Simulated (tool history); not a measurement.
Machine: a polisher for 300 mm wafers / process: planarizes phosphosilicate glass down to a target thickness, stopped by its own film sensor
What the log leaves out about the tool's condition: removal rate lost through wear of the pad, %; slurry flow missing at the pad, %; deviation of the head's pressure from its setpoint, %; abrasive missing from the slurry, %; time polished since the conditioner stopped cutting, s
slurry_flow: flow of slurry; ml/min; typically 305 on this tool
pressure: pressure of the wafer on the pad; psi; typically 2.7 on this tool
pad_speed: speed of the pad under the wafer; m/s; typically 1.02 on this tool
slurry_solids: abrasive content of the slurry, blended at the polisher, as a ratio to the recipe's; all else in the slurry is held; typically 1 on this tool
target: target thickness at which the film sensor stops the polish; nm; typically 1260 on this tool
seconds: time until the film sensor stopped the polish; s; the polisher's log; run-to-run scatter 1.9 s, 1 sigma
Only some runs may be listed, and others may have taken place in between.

run,day,slurry_flow,pressure,pad_speed,slurry_solids,target,wafers since the last listed run,wafers polished on this pad,hours since the slurry nozzle was cleaned,hours since the head pressure was calibrated,hours since the slurry blender was calibrated,hours since the conditioning disc was replaced,"incoming thickness of the incoming film, nm",seconds
1,0,305,2.1,1.02,1,1260,0,1085,285.7,572.8,369.6,217.9,2094.2,185.6
# day 0: conditioning disc replaced and pad reconditioned
# day 1.042: worn pad replaced by a new one
# day 1.617: slurry blender recalibrated
2,2.146,305,2.7,1.02,1,1260,304,164,337.2,624.3,12.7,51.5,2086.7,144.2
3,3.875,305,2.7,1.02,1,1260,278,442,378.7,665.8,54.2,93,2088.9,145.6
# day 5.817: slurry nozzle cleaned
4,6.838,305,2.3,1.02,1,1260,469,912,24.5,736.9,125.3,164.1,2086.4,166.1
5,8.6,305,2.7,0.78,1,1260,283,1195,66.8,779.2,167.6,206.4,2106.2,180.2
# day 9.696: worn pad replaced by a new one
6,9.771,305,2.7,0.78,1,1260,161,11,94.9,807.3,195.7,234.5,2078.3,177.9
# day 10.712: conditioning disc replaced and pad reconditioned
7,10.933,305,2.7,1.02,1,1260,173,185,122.8,835.2,223.6,5.3,2051.2,134.2
8,13.929,305,2.7,1.02,1,1260,482,667,194.7,907.1,295.5,77.2,2082,146.5
9,15.125,305,2.7,1.02,1,1260,192,859,223.4,935.8,324.2,105.9,2083,142.3
10,17.083,305,2.7,1.02,1.25,1260,315,1174,270.4,982.8,371.2,152.9,2081.2,129.8
# day 19.008: worn pad replaced by a new one
11,19.029,305,2.7,1.02,1.25,1260,286,3,317.1,1029.5,417.9,199.6,2046.6,125.4
# day 19.275: slurry blender recalibrated
12,20.946,305,2,1.36,0.75,1260,294,298,363.1,1075.5,40.1,245.6,2044.8,177.9
# day 21.083: conditioning disc replaced and pad reconditioned
# day 22.725: slurry nozzle cleaned
13,23.121,305,2.3,1.02,1,1260,329,627,9.5,1127.7,92.3,48.9,2086.2,170.4
14,24.825,370,2.7,1.28,0.85,1260,274,902,50.4,1168.6,133.2,89.8,2066.6,126
# day 26.379: worn pad replaced by a new one
15,27.196,305,2.7,1.02,1,1260,354,131,107.3,1225.5,190.1,146.7,2060.1,139.2
# day 27.854: head pressure recalibrated
16,28.717,245,2.7,1.14,1,1433,231,362,143.8,20.7,226.6,183.2,2053.1,103.1
17,31.288,305,2.7,1.02,1,1260,413,776,205.5,82.4,288.3,244.9,2050.4,138.4
# day 31.888: conditioning disc replaced and pad reconditioned
# day 32.608: slurry blender recalibrated
18,33.054,305,2.7,1.02,1.25,1073,257,1033,247.9,124.8,10.7,28,2060.3,154.4
19,35.692,305,2.7,1.02,1.25,1073,424,1458,311.2,188.1,74,91.3,2050.2,156.2
# day 35.938: worn pad replaced by a new one
# day 37.279: slurry nozzle cleaned
20,38.421,245,3.5,1.02,1.1,1353,405,392,27.4,253.6,139.5,156.8,2099,98.1
21,39.475,305,3.5,0.82,0.9,1260,169,562,52.7,278.9,164.8,182.1,2077.7,136.6
22,41.579,395,2.3,1.02,1.2,983,338,901,103.2,329.4,215.3,232.6,2042.2,197.9

Give the tool's hidden conditions for every run:
removal rate lost through wear of the pad, %: 0 at every run
slurry flow missing at the pad, %: 0 at every run
deviation of the head's pressure from its setpoint, %: 0 at every run
abrasive missing from the slurry, %: 0 at every run
time polished since the conditioner stopped cutting, s: 0 at every run
